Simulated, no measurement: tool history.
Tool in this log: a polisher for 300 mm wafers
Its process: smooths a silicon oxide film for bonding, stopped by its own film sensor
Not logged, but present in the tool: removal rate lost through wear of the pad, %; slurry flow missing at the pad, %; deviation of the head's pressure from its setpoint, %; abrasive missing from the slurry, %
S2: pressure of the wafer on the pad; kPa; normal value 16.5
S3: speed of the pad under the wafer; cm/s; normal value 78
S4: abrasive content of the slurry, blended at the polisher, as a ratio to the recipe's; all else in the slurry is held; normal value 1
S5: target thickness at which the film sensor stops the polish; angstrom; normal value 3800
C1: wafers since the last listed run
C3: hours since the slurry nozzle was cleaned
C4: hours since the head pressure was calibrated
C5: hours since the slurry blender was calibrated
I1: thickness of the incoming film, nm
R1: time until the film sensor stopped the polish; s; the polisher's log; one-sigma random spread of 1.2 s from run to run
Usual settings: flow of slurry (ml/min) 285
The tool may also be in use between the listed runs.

run 1 hour=0 | flow_of_slurry_(ml/min)=285 S2=15.2 S3=78 S4=1 S5=3800 | C1=0 wafers_polished_on_this_pad=3880 C3=111.7 C4=609.3 C5=51.4 | I1=434.1 | R1=91.9
-- hour=7.2 worn pad replaced by a new one
run 2 hour=43.4 | flow_of_slurry_(ml/min)=285 S2=15.2 S3=78 S4=1 S5=3800 | C1=329 wafers_polished_on_this_pad=302 C3=155.1 C4=652.7 C5=94.8 | I1=441.4 | R1=95.9
run 3 hour=96.8 | flow_of_slurry_(ml/min)=285 S2=16.5 S3=78 S4=1 S5=3800 | C1=446 wafers_polished_on_this_pad=748 C3=208.5 C4=706.1 C5=148.2 | I1=439.6 | R1=85.3
run 4 hour=138.3 | flow_of_slurry_(ml/min)=285 S2=16.5 S3=78 S4=1 S5=3800 | C1=346 wafers_polished_on_this_pad=1095 C3=250 C4=747.6 C5=189.7 | I1=440.6 | R1=86.9
run 5 hour=197.8 | flow_of_slurry_(ml/min)=230 S2=16.5 S3=78 S4=1 S5=3800 | C1=497 wafers_polished_on_this_pad=1592 C3=309.5 C4=807.1 C5=249.2 | I1=444.4 | R1=93.6
run 6 hour=256 | flow_of_slurry_(ml/min)=220 S2=16.5 S3=78 S4=1 S5=3800 | C1=486 wafers_polished_on_this_pad=2078 C3=367.7 C4=865.3 C5=307.4 | I1=439.2 | R1=88.9
run 7 hour=327.7 | flow_of_slurry_(ml/min)=285 S2=20.7 S3=78 S4=1 S5=3800 | C1=598 wafers_polished_on_this_pad=2677 C3=439.4 C4=937 C5=379.1 | I1=435.6 | R1=68.1
-- hour=412.2 slurry blender recalibrated
run 8 hour=424 | flow_of_slurry_(ml/min)=285 S2=20.7 S3=78 S4=1 S5=3800 | C1=787 wafers_polished_on_this_pad=3465 C3=535.7 C4=1033.3 C5=11.8 | I1=432.4 | R1=68.2
-- hour=452.1 worn pad replaced by a new one
run 9 hour=470.1 | flow_of_slurry_(ml/min)=285 S2=16.5 S3=78 S4=1 S5=3800 | C1=351 wafers_polished_on_this_pad=150 C3=581.8 C4=1079.4 C5=57.9 | I1=440.8 | R1=87.8
-- hour=508.2 slurry nozzle cleaned
run 10 hour=527.4 | flow_of_slurry_(ml/min)=285 S2=16.5 S3=78 S4=0.9 S5=3800 | C1=470 wafers_polished_on_this_pad=620 C3=19.2 C4=1136.7 C5=115.2 | I1=432.2 | R1=77.9
run 11 hour=556.7 | flow_of_slurry_(ml/min)=285 S2=16.5 S3=78 S4=1 S5=3590 | C1=244 wafers_polished_on_this_pad=865 C3=48.5 C4=1166 C5=144.5 | I1=439.3 | R1=118.9
run 12 hour=616.4 | flow_of_slurry_(ml/min)=285 S2=19.3 S3=78 S4=1 S5=3920 | C1=498 wafers_polished_on_this_pad=1364 C3=108.2 C4=1225.7 C5=204.2 | I1=439.8 | R1=63.4
run 13 hour=675.6 | flow_of_slurry_(ml/min)=285 S2=11 S3=94 S4=1.25 S5=3800 | C1=494 wafers_polished_on_this_pad=1858 C3=167.4 C4=1284.9 C5=263.4 | I1=433.3 | R1=84.8
-- hour=681.1 head pressure recalibrated
run 14 hour=702 | flow_of_slurry_(ml/min)=205 S2=21.4 S3=90 S4=1.15 S5=3800 | C1=203 wafers_polished_on_this_pad=2062 C3=193.8 C4=20.9 C5=289.8 | I1=437.3 | R1=58.6
run 15 hour=765.7 | flow_of_slurry_(ml/min)=375 S2=13.1 S3=94 S4=0.75 S5=3800 | C1=532 wafers_polished_on_this_pad=2594 C3=257.5 C4=84.6 C5=353.5 | I1=438.6 | R1=104.7
run 16 hour=814.1 | flow_of_slurry_(ml/min)=240 S2=21.4 S3=78 S4=1 S5=3800 | C1=404 wafers_polished_on_this_pad=2999 C3=305.9 C4=133 C5=401.9 | I1=440.2 | R1=73.5
run 17 hour=842.3 | flow_of_slurry_(ml/min)=285 S2=16.5 S3=78 S4=1 S5=3800 | C1=235 wafers_polished_on_this_pad=3234 C3=334.1 C4=161.2 C5=430.1 | I1=449 | R1=104.7
run 18 hour=871.5 | flow_of_slurry_(ml/min)=235 S2=17.9 S3=78 S4=1 S5=3800 | C1=243 wafers_polished_on_this_pad=3478 C3=363.3 C4=190.4 C5=459.3 | I1=444.5 | R1=97.1
-- hour=897.7 slurry blender recalibrated
run 19 hour=938 | flow_of_slurry_(ml/min)=285 S2=21.4 S3=78 S4=1 S5=3800 | C1=538 wafers_polished_on_this_pad=4017 C3=429.8 C4=256.9 C5=40.3 | I1=433.9 | R1=71.3
-- hour=984.7 worn pad replaced by a new one
run 20 hour=996.3 | flow_of_slurry_(ml/min)=285 S2=20 S3=52 S4=0.9 S5=3800 | C1=453 wafers_polished_on_this_pad=96 C3=488.1 C4=315.2 C5=98.6 | I1=438.5 | R1=105.5
run 21 hour=1067.4 | flow_of_slurry_(ml/min)=285 S2=20 S3=78 S4=0.9 S5=3800 | C1=593 wafers_polished_on_this_pad=690 C3=559.2 C4=386.3 C5=169.7 | I1=438.8 | R1=76.9
-- hour=1082.2 slurry nozzle cleaned
run 22 hour=1136.3 | flow_of_slurry_(ml/min)=360 S2=21.4 S3=78 S4=1 S5=3800 | C1=567 wafers_polished_on_this_pad=1257 C3=54.1 C4=455.2 C5=238.6 | I1=444.6 | R1=75.3
run 23 hour=1170.1 | flow_of_slurry_(ml/min)=285 S2=16.5 S3=78 S4=1 S5=3800 | C1=282 wafers_polished_on_this_pad=1540 C3=87.9 C4=489 C5=272.4 | I1=435.3 | R1=81.6
run 24 hour=1206.8 | flow_of_slurry_(ml/min)=285 S2=16.5 S3=78 S4=1 S5=3800 | C1=306 wafers_polished_on_this_pad=1846 C3=124.6 C4=525.7 C5=309.1 | I1=439.5 | R1=87.4
run 25 hour=1275.7 | flow_of_slurry_(ml/min)=285 S2=19.3 S3=66 S4=1.15 S5=4010 | C1=575 wafers_polished_on_this_pad=2422 C3=193.5 C4=594.6 C5=378 | I1=446.1 | R1=63.9
run 26 hour=1332.1 | flow_of_slurry_(ml/min)=285 S2=16.5 S3=78 S4=1 S5=3800 | C1=471 wafers_polished_on_this_pad=2893 C3=249.9 C4=651 C5=434.4 | I1=442.2 | R1=94.5
-- hour=1385.5 slurry blender recalibrated
-- hour=1392.6 worn pad replaced by a new one
run 27 hour=1396.8 | flow_of_slurry_(ml/min)=285 S2=12.4 S3=60 S4=1 S5=3800 | C1=490 wafers_polished_on_this_pad=35 C3=314.6 C4=715.7 C5=11.3 | I1=433.9 | R1=119
run 28 hour=1424.7 | flow_of_slurry_(ml/min)=285 S2=16.5 S3=58 S4=1 S5=3800 | C1=233 wafers_polished_on_this_pad=268 C3=342.5 C4=743.6 C5=39.2 | I1=440 | R1=111.2
run 29 hour=1563.9 | flow_of_slurry_(ml/min)=285 S2=16.5 S3=100 S4=0.85 S5=3800 | C1=1162 wafers_polished_on_this_pad=1431 C3=481.7 C4=882.8 C5=178.4 | I1=440.2 | R1=77.6
run 30 hour=1614.3 | flow_of_slurry_(ml/min)=285 S2=20.7 S3=90 S4=1 S5=3690 | C1=421 wafers_polished_on_this_pad=1852 C3=532.1 C4=933.2 C5=228.8 | I1=443.7 | R1=81

Alternative continuations, all from the tool just after run 30; predict every row:
run A hour=1614.7 | flow_of_slurry_(ml/min)=285 S2=16.5 S3=78 S4=1 S5=3800 | C1=3 wafers_polished_on_this_pad=1855 C3=532.5 C4=933.6 C5=229.2 | I1=445.7 | R1=?
run B hour=1614.7 | flow_of_slurry_(ml/min)=260 S2=12.4 S3=58 S4=1 S5=3600 | C1=3 wafers_polished_on_this_pad=1855 C3=532.5 C4=933.6 C5=229.2 | I1=445.7 | R1=?
run C hour=1614.7 | flow_of_slurry_(ml/min)=285 S2=16.5 S3=78 S4=1.1 S5=3800 | C1=3 wafers_polished_on_this_pad=1855 C3=532.5 C4=933.6 C5=229.2 | I1=445.7 | R1=?
run D hour=1614.7 | flow_of_slurry_(ml/min)=285 S2=16.5 S3=98 S4=1 S5=3800 | C1=3 wafers_polished_on_this_pad=1855 C3=532.5 C4=933.6 C5=229.2 | I1=445.7 | R1=?

run=A R1=95.3
run=B R1=198.1
run=C R1=90.9
run=D R1=79.4
Stripped of hidden state, with their random variation kept, the same runs would have yielded:
run=A R1=93.1
run=B R1=193.6
run=C R1=88.9
run=D R1=77.6

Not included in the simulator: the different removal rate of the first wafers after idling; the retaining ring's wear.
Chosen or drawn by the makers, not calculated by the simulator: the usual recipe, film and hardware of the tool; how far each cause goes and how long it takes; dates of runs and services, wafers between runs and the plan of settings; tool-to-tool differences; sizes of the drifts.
